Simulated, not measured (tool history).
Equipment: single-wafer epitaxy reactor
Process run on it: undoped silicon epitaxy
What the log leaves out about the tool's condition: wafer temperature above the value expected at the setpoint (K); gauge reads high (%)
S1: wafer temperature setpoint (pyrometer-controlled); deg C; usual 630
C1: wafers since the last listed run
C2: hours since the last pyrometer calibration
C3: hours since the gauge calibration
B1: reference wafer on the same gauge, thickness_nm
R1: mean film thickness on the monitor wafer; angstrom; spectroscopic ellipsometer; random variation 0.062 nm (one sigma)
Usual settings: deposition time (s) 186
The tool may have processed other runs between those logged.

run 1 hour=0.0 | S1=630 deposition_time_(s)=186 | C1=0 C2=2050.6 C3=918.0 | B1=16.185 | R1=188.30
run 2 hour=49.2 | S1=630 deposition_time_(s)=186 | C1=444 C2=2099.8 C3=967.2 | B1=16.191 | R1=187.77
-- hour=154.2 pyrometer calibrated
run 3 hour=157.1 | S1=630 deposition_time_(s)=186 | C1=903 C2=2.9 C3=1075.1 | B1=16.196 | R1=185.12
run 4 hour=225.0 | S1=630 deposition_time_(s)=186 | C1=613 C2=70.8 C3=1143.0 | B1=16.198 | R1=185.43
run 5 hour=289.4 | S1=630 deposition_time_(s)=186 | C1=582 C2=135.2 C3=1207.4 | B1=16.191 | R1=186.06
run 6 hour=328.5 | S1=630 deposition_time_(s)=186 | C1=353 C2=174.3 C3=1246.5 | B1=16.206 | R1=185.97
run 7 hour=370.5 | S1=630 deposition_time_(s)=186 | C1=379 C2=216.3 C3=1288.5 | B1=16.186 | R1=186.45
run 8 hour=471.6 | S1=630 deposition_time_(s)=186 | C1=913 C2=317.4 C3=1389.6 | B1=16.191 | R1=186.06
run 9 hour=556.2 | S1=630 deposition_time_(s)=201 | C1=764 C2=402.0 C3=1474.2 | B1=16.194 | R1=203.10
run 10 hour=620.4 | S1=630 deposition_time_(s)=201 | C1=580 C2=466.2 C3=1538.4 | B1=16.204 | R1=201.54
run 11 hour=721.8 | S1=630 deposition_time_(s)=186 | C1=916 C2=567.6 C3=1639.8 | B1=16.173 | R1=187.34
run 12 hour=764.5 | S1=630 deposition_time_(s)=186 | C1=385 C2=610.3 C3=1682.5 | B1=16.203 | R1=188.13
run 13 hour=868.0 | S1=630 deposition_time_(s)=186 | C1=935 C2=713.8 C3=1786.0 | B1=16.194 | R1=186.11
run 14 hour=926.6 | S1=623 deposition_time_(s)=186 | C1=529 C2=772.4 C3=1844.6 | B1=16.202 | R1=156.51
run 15 hour=969.8 | S1=623 deposition_time_(s)=186 | C1=390 C2=815.6 C3=1887.8 | B1=16.199 | R1=156.61
run 16 hour=1136.7 | S1=623 deposition_time_(s)=186 | C1=1508 C2=982.5 C3=2054.7 | B1=16.207 | R1=156.60
run 17 hour=1177.6 | S1=630 deposition_time_(s)=186 | C1=369 C2=1023.4 C3=2095.6 | B1=16.184 | R1=187.07
run 18 hour=1265.4 | S1=630 deposition_time_(s)=186 | C1=793 C2=1111.2 C3=2183.4 | B1=16.198 | R1=188.35
run 19 hour=1331.0 | S1=637 deposition_time_(s)=208 | C1=593 C2=1176.8 C3=2249.0 | B1=16.225 | R1=250.85
-- hour=1420.1 gauge calibrated
run 20 hour=1432.8 | S1=630 deposition_time_(s)=186 | C1=920 C2=1278.6 C3=12.7 | B1=16.202 | R1=188.08
run 21 hour=1539.4 | S1=644 deposition_time_(s)=186 | C1=963 C2=1385.2 C3=119.3 | B1=16.184 | R1=268.65
run 22 hour=1617.8 | S1=645 deposition_time_(s)=201 | C1=708 C2=1463.6 C3=197.7 | B1=16.198 | R1=297.02
run 23 hour=1678.6 | S1=624 deposition_time_(s)=186 | C1=549 C2=1524.4 C3=258.5 | B1=16.207 | R1=160.28
run 24 hour=1765.5 | S1=625 deposition_time_(s)=155 | C1=785 C2=1611.3 C3=345.4 | B1=16.195 | R1=137.87
run 25 hour=1862.7 | S1=630 deposition_time_(s)=216 | C1=878 C2=1708.5 C3=442.6 | B1=16.219 | R1=218.81
run 26 hour=1932.5 | S1=630 deposition_time_(s)=186 | C1=630 C2=1778.3 C3=512.4 | B1=16.212 | R1=187.42
-- hour=1959.2 pyrometer calibrated
run 27 hour=2007.5 | S1=630 deposition_time_(s)=186 | C1=605 C2=48.3 C3=587.4 | B1=16.200 | R1=185.17
run 28 hour=2104.5 | S1=638 deposition_time_(s)=196 | C1=876 C2=145.3 C3=684.4 | B1=16.218 | R1=242.22
run 29 hour=2165.4 | S1=625 deposition_time_(s)=209 | C1=550 C2=206.2 C3=745.3 | B1=16.185 | R1=182.42
run 30 hour=2264.0 | S1=640 deposition_time_(s)=186 | C1=891 C2=304.8 C3=843.9 | B1=16.181 | R1=240.84
run 31 hour=2362.1 | S1=630 deposition_time_(s)=186 | C1=886 C2=402.9 C3=942.0 | B1=16.190 | R1=187.86
run 32 hour=2423.9 | S1=622 deposition_time_(s)=201 | C1=558 C2=464.7 C3=1003.8 | B1=16.185 | R1=164.16
run 33 hour=2496.1 | S1=624 deposition_time_(s)=167 | C1=652 C2=536.9 C3=1076.0 | B1=16.217 | R1=144.53
run 34 hour=2534.3 | S1=630 deposition_time_(s)=186 | C1=345 C2=575.1 C3=1114.2 | B1=16.207 | R1=187.26

Table of differences, measured result less the result of that run with no hidden state. Run-to-run variation is the same in both. Gauge scatter possibly is not:
run=1 R1=+3.05
run=2 R1=+3.05
run=3 R1=-0.07
run=4 R1=+0.23
run=5 R1=+0.49
run=6 R1=+0.64
run=7 R1=+0.80
run=8 R1=+1.11
run=9 R1=+1.47
run=10 R1=+1.63
run=11 R1=+1.72
run=12 R1=+1.81
run=13 R1=+1.98
run=14 R1=+1.77
run=15 R1=+1.82
run=16 R1=+1.98
run=17 R1=+2.38
run=18 R1=+2.47
run=19 R1=+3.30
run=20 R1=+2.59
run=21 R1=+3.67
run=22 R1=+4.10
run=23 R1=+2.36
run=24 R1=+2.05
run=25 R1=+3.25
run=26 R1=+2.81
run=27 R1=+0.41
run=28 R1=+1.04
run=29 R1=+1.03
run=30 R1=+1.71
run=31 R1=+1.64
run=32 R1=+1.60
run=33 R1=+1.53
run=34 R1=+2.02
